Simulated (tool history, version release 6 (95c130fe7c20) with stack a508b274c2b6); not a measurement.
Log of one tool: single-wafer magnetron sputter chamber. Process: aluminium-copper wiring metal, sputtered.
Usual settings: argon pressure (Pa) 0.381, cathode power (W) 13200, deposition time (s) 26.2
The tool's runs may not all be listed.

| run | hour | argon pressure (Pa) | cathode power (W) | deposition time (s) | read-back reference wafer on the same gauge, thickness_nm | mean film thickness on the monitor wafer (Å) |
|---|---|---|---|---|---|---|
| 1 | 0.0 | 0.381 | 13200 | 26.2 | 468.806 | 5653.01 |
| 2 | 13.1 | 0.381 | 12200 | 22.8 | 469.419 | 4577.01 |
| 3 | 22.2 | 0.381 | 12200 | 22.8 | 469.024 | 4564.13 |
| 4 | 31.7 | 0.325 | 13200 | 22.0 | 469.034 | 4839.87 |
| 5 | 43.8 | 0.325 | 13200 | 22.0 | 468.981 | 4836.18 |
| 6 | 53.6 | 0.381 | 11400 | 26.2 | 468.582 | 4872.06 |
| 7 | 67.3 | 0.381 | 11400 | 26.2 | 469.017 | 4870.02 |
| 8 | 75.5 | 0.381 | 13200 | 23.9 | 469.268 | 5178.45 |
|  | 82.6 | gauge calibrated |
| 9 | 88.8 | 0.381 | 13200 | 26.2 | 469.075 | 5600.64 |
| 10 | 105.4 | 0.321 | 12150 | 24.6 | 468.419 | 5004.36 |
|  | 136.1 | sputter target and shields replaced |
| 11 | 136.6 | 0.381 | 16350 | 26.2 | 468.744 | 6963.25 |
| 12 | 152.1 | 0.381 | 13200 | 26.2 | 469.011 | 5645.93 |
| 13 | 159.4 | 0.302 | 11350 | 31.2 | 469.233 | 6023.26 |
| 14 | 175.9 | 0.244 | 16000 | 24.4 | 469.230 | 6759.70 |
| 15 | 186.4 | 0.381 | 13200 | 23.3 | 468.734 | 5024.40 |
| 16 | 203.6 | 0.464 | 15200 | 28.2 | 468.564 | 6768.01 |
| 17 | 210.6 | 0.381 | 14800 | 30.1 | 468.631 | 7298.62 |
| 18 | 218.2 | 0.381 | 13200 | 26.2 | 468.819 | 5657.65 |
| 19 | 231.6 | 0.294 | 14900 | 23.3 | 468.670 | 5887.61 |
| 20 | 244.7 | 0.325 | 13200 | 22.0 | 468.916 | 4849.40 |
| 21 | 253.8 | 0.381 | 11050 | 23.0 | 468.697 | 4162.93 |
| 22 | 262.0 | 0.307 | 13200 | 24.3 | 469.149 | 5439.16 |
| 23 | 275.3 | 0.381 | 13200 | 26.2 | 468.944 | 5666.96 |
| 24 | 281.8 | 0.328 | 13200 | 26.2 | 468.730 | 5823.29 |
|  | 294.5 | capacitance manometer re-zeroed and calibrated |
|  | 300.5 | magnet pack replaced |
| 25 | 301.0 | 0.381 | 13200 | 26.2 | 468.648 | 5467.79 |
| 26 | 307.9 | 0.381 | 13200 | 23.9 | 468.484 | 4992.85 |
| 27 | 321.3 | 0.465 | 11800 | 30.7 | 469.117 | 5533.58 |
| 28 | 332.7 | 0.381 | 12200 | 22.8 | 468.757 | 4465.73 |
| 29 | 342.3 | 0.381 | 13200 | 28.1 | 468.705 | 5905.11 |
| 30 | 351.0 | 0.447 | 11850 | 26.2 | 469.245 | 4835.31 |
| 31 | 366.1 | 0.381 | 13200 | 26.2 | 468.952 | 5526.45 |
| 32 | 376.5 | 0.381 | 13200 | 26.2 | 469.100 | 5533.50 |
|  | 391.8 | sputter target and shields replaced |
| 33 | 425.9 | 0.308 | 13200 | 24.8 | 469.509 | 5370.00 |
| 34 | 478.5 | 0.381 | 11800 | 21.4 | 468.906 | 4065.90 |

What the log doesn't show, run by run:
deposition rate above that of a new target (%): 0 in every run
gauge reads high (%): 0 in every run
H1: true argon pressure above the setpoint (%)
| run | H1 |
|---|---|
| 1 | -9.9 |
| 2 | -10.1 |
| 3 | -10.2 |
| 4 | -10.4 |
| 5 | -10.5 |
| 6 | -10.7 |
| 7 | -10.9 |
| 8 | -11 |
| 9 | -11.2 |
| 10 | -11.4 |
| 11 | -11.9 |
| 12 | -12.1 |
| 13 | -12.2 |
| 14 | -12.4 |
| 15 | -12.6 |
| 16 | -12.8 |
| 17 | -12.9 |
| 18 | -13 |
| 19 | -13.2 |
| 20 | -13.4 |
| 21 | -13.5 |
| 22 | -13.7 |
| 23 | -13.8 |
| 24 | -13.9 |
| 25 | 4.42 |
| 26 | 4.32 |
| 27 | 4.13 |
| 28 | 3.97 |
| 29 | 3.83 |
| 30 | 3.71 |
| 31 | 3.49 |
| 32 | 3.34 |
| 33 | 2.63 |
| 34 | 1.88 |

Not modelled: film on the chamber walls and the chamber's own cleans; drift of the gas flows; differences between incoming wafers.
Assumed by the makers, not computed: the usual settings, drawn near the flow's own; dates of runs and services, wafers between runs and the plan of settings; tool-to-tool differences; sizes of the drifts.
